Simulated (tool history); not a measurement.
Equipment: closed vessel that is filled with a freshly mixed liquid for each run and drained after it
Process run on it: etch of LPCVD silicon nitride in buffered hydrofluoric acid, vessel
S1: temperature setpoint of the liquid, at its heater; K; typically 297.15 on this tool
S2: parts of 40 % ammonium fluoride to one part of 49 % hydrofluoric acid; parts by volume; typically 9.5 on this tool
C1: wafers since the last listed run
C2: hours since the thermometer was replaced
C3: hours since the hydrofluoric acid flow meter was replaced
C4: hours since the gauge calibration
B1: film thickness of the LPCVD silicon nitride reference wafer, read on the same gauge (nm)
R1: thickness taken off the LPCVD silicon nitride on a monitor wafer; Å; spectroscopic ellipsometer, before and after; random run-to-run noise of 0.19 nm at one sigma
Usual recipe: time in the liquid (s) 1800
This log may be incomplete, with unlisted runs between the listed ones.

run 1 hour=0.0 | S1=297.15 S2=9.5 time_in_the_liquid_(s)=1800 | C1=0 C2=2142.9 C3=895.1 C4=95.0 | B1=50.01 | R1=256.1
run 2 hour=15.5 | S1=297.15 S2=9.5 time_in_the_liquid_(s)=2585 | C1=665 C2=2158.4 C3=910.6 C4=110.5 | B1=50.06 | R1=370.8
run 3 hour=21.9 | S1=297.15 S2=9.5 time_in_the_liquid_(s)=2585 | C1=274 C2=2164.8 C3=917.0 C4=116.9 | B1=50.03 | R1=363.0
run 4 hour=32.2 | S1=293.15 S2=9.5 time_in_the_liquid_(s)=1800 | C1=441 C2=2175.1 C3=927.3 C4=127.2 | B1=50.01 | R1=204.8
run 5 hour=49.7 | S1=293.15 S2=9.5 time_in_the_liquid_(s)=1800 | C1=750 C2=2192.6 C3=944.8 C4=144.7 | B1=50.02 | R1=202.2
run 6 hour=55.8 | S1=293.15 S2=9.5 time_in_the_liquid_(s)=1800 | C1=261 C2=2198.7 C3=950.9 C4=150.8 | B1=49.97 | R1=202.3
run 7 hour=68.6 | S1=297.15 S2=9.5 time_in_the_liquid_(s)=2540 | C1=549 C2=2211.5 C3=963.7 C4=163.6 | B1=50.01 | R1=356.6
run 8 hour=82.0 | S1=297.15 S2=9.5 time_in_the_liquid_(s)=2540 | C1=574 C2=2224.9 C3=977.1 C4=177.0 | B1=50.03 | R1=360.2
run 9 hour=98.3 | S1=297.15 S2=9.5 time_in_the_liquid_(s)=2540 | C1=699 C2=2241.2 C3=993.4 C4=193.3 | B1=50.00 | R1=355.8
run 10 hour=104.7 | S1=297.15 S2=9.5 time_in_the_liquid_(s)=1800 | C1=274 C2=2247.6 C3=999.8 C4=199.7 | B1=50.02 | R1=253.7
run 11 hour=119.6 | S1=297.15 S2=9.5 time_in_the_liquid_(s)=1800 | C1=639 C2=2262.5 C3=1014.7 C4=214.6 | B1=50.00 | R1=252.8
run 12 hour=133.7 | S1=297.15 S2=9.5 time_in_the_liquid_(s)=2265 | C1=604 C2=2276.6 C3=1028.8 C4=228.7 | B1=50.03 | R1=318.1
run 13 hour=144.8 | S1=297.15 S2=9.5 time_in_the_liquid_(s)=1800 | C1=476 C2=2287.7 C3=1039.9 C4=239.8 | B1=49.96 | R1=251.4
run 14 hour=162.4 | S1=297.15 S2=9.5 time_in_the_liquid_(s)=1800 | C1=755 C2=2305.3 C3=1057.5 C4=257.4 | B1=49.96 | R1=254.6
run 15 hour=173.8 | S1=297.15 S2=9.5 time_in_the_liquid_(s)=1800 | C1=489 C2=2316.7 C3=1068.9 C4=268.8 | B1=50.01 | R1=251.8
run 16 hour=183.6 | S1=301.15 S2=9.5 time_in_the_liquid_(s)=1100 | C1=420 C2=2326.5 C3=1078.7 C4=278.6 | B1=50.02 | R1=189.6
run 17 hour=193.4 | S1=292.65 S2=10.5 time_in_the_liquid_(s)=2260 | C1=420 C2=2336.3 C3=1088.5 C4=288.4 | B1=50.02 | R1=222.8
run 18 hour=211.0 | S1=297.15 S2=9.5 time_in_the_liquid_(s)=1800 | C1=755 C2=2353.9 C3=1106.1 C4=306.0 | B1=50.03 | R1=248.5
run 19 hour=224.9 | S1=297.15 S2=9.5 time_in_the_liquid_(s)=1800 | C1=596 C2=2367.8 C3=1120.0 C4=319.9 | B1=50.03 | R1=245.9
run 20 hour=231.3 | S1=299.65 S2=6.5 time_in_the_liquid_(s)=1495 | C1=274 C2=2374.2 C3=1126.4 C4=326.3 | B1=50.01 | R1=338.2
-- hour=237.7 hydrofluoric acid flow meter replaced
-- hour=238.8 thermometer replaced
-- hour=241.1 gauge calibrated
run 21 hour=247.2 | S1=301.15 S2=9.5 time_in_the_liquid_(s)=1800 | C1=596 C2=8.4 C3=9.5 C4=6.1 | B1=49.98 | R1=344.9
run 22 hour=256.5 | S1=297.15 S2=9.5 time_in_the_liquid_(s)=1800 | C1=399 C2=17.7 C3=18.8 C4=15.4 | B1=50.02 | R1=281.4
run 23 hour=269.1 | S1=297.15 S2=9.5 time_in_the_liquid_(s)=1010 | C1=540 C2=30.3 C3=31.4 C4=28.0 | B1=49.96 | R1=155.1
run 24 hour=286.0 | S1=297.15 S2=9.5 time_in_the_liquid_(s)=2665 | C1=725 C2=47.2 C3=48.3 C4=44.9 | B1=50.00 | R1=410.9
run 25 hour=293.8 | S1=297.15 S2=9.5 time_in_the_liquid_(s)=1800 | C1=334 C2=55.0 C3=56.1 C4=52.7 | B1=50.03 | R1=272.8
run 26 hour=305.4 | S1=292.65 S2=10.5 time_in_the_liquid_(s)=2260 | C1=497 C2=66.6 C3=67.7 C4=64.3 | B1=50.02 | R1=249.9
run 27 hour=322.1 | S1=294.65 S2=9.5 time_in_the_liquid_(s)=1800 | C1=716 C2=83.3 C3=84.4 C4=81.0 | B1=49.99 | R1=239.2
run 28 hour=374.4 | S1=295.65 S2=12.0 time_in_the_liquid_(s)=905 | C1=2243 C2=135.6 C3=136.7 C4=133.3 | B1=50.01 | R1=101.7

Hidden condition of the tool, last listed run before each entry between runs versus first listed run after:
Run 20 -> run 21: hydrofluoric acid flow meter replaced (hour 237.7); thermometer replaced (hour 238.8); gauge calibrated (hour 241.1)
  hydrofluoric acid flow below the setpoint (%): 12.3 -> 0.302
  measured value less the no-hidden-state value, R1: -45.6 -> -0.7 Å
